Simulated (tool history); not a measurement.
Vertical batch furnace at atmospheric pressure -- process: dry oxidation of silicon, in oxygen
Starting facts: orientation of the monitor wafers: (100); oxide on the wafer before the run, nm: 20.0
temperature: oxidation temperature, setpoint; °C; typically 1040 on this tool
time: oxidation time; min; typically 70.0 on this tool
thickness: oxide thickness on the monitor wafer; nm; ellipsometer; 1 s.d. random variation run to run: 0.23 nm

run,day,temperature,time,wafers since the last listed run,hours since the last temperature calibration,hours since the boat lift was adjusted,hours since the gauge calibration,"read-back reference wafer on the same gauge, thickness",thickness
1,0.000,1026,70.0,0,1463.1,2916.8,651.3,81.22,78.49
2,2.662,1026,70.0,1034,1527.0,2980.7,715.2,81.14,77.96
3,4.242,1040,70.0,613,1564.9,3018.6,753.1,81.18,87.31
4,5.996,1040,70.0,681,1607.0,3060.7,795.2,81.19,87.43
5,7.229,1040,70.0,479,1636.6,3090.3,824.8,81.17,87.00
6,8.658,1040,70.0,555,1670.9,3124.6,859.1,81.15,86.95
7,11.229,1040,70.0,998,1732.6,3186.3,920.8,81.13,86.97
8,13.275,1040,70.0,794,1781.7,3235.4,969.9,81.12,87.32
9,15.967,1040,70.0,1045,1846.3,3300.0,1034.5,81.31,87.15
10,17.938,1040,70.0,765,1893.6,3347.3,1081.8,81.17,87.14
11,19.233,1040,93.5,503,1924.7,3378.4,1112.9,81.14,103.66
12,20.404,1040,93.5,454,1952.8,3406.5,1141.0,81.20,103.33
13,23.167,1040,93.5,1073,2019.1,3472.8,1207.3,81.23,103.53
14,24.650,1040,70.0,576,2054.7,3508.4,1242.9,81.22,87.19
# day 29.396: boat lift adjusted
15,29.417,1040,70.0,1463,2169.1,0.5,1357.3,81.20,89.42
16,30.825,1050,36.5,547,2202.9,34.3,1391.1,81.26,67.03
17,33.258,1053,87.5,945,2261.3,92.7,1449.5,81.18,112.89
18,34.671,1040,70.0,548,2295.2,126.6,1483.4,81.27,89.69
19,35.833,1040,70.0,451,2323.1,154.5,1511.3,81.25,89.30
20,37.229,1052,70.0,542,2356.6,188.0,1544.8,81.16,97.99
21,40.100,1040,70.0,1115,2425.5,256.9,1613.7,81.23,89.04
22,42.496,1049,103.5,930,2483.0,314.4,1671.2,81.10,121.50
23,44.288,1040,70.0,696,2526.0,357.4,1714.2,81.20,89.32
24,46.896,1040,70.0,1013,2588.6,420.0,1776.8,81.25,89.15
25,48.796,1040,70.0,738,2634.2,465.6,1822.4,81.16,89.24
# day 50.546: thermocouples replaced and temperature profile calibrated
# day 50.704: gauge calibrated
26,51.054,1060,70.0,488,12.2,519.8,8.4,81.18,104.15
27,53.983,1029,85.5,1138,82.5,590.1,78.7,81.24,91.99
28,55.567,1040,89.0,615,120.5,628.1,116.7,81.12,102.79
29,58.079,1018,47.5,976,180.8,688.4,177.0,81.12,59.89
30,59.154,1062,70.0,417,206.6,714.2,202.8,81.16,104.87
31,61.696,1040,70.0,987,267.6,775.2,263.8,81.23,89.04
32,64.525,1040,92.0,1099,335.5,843.1,331.7,81.20,104.96
33,65.942,1040,46.5,550,369.5,877.1,365.7,81.19,70.04
34,74.679,1022,70.0,3395,579.2,1086.8,575.4,81.18,77.24
35,80.496,1040,70.0,2260,718.8,1226.4,715.0,81.19,89.08
36,82.583,1053,70.0,811,768.9,1276.5,765.1,81.25,97.87
37,84.442,1048,104.0,722,813.5,1321.1,809.7,81.16,119.20
38,85.738,1030,104.5,503,844.6,1352.2,840.8,81.20,103.93

How the hidden state differs across the entries between the runs, from the last listed run before each to the first after it:
In the gap between runs 14 and 15: boat lift adjusted (day 29.396)
  monitor wafer colder than the profiled boat position, K: 3.78 -> 0.161
  what was measured, less what the result would be without the hidden state, thickness: -2.61 -> -0.11 nm
In the gap between runs 25 and 26: thermocouples replaced and temperature profile calibrated (day 50.546); gauge calibrated (day 50.704)
  monitor wafer colder than the profiled boat position, K: 0.593 -> 0.644
  what was measured, less what the result would be without the hidden state, thickness: -0.42 -> -0.49 nm

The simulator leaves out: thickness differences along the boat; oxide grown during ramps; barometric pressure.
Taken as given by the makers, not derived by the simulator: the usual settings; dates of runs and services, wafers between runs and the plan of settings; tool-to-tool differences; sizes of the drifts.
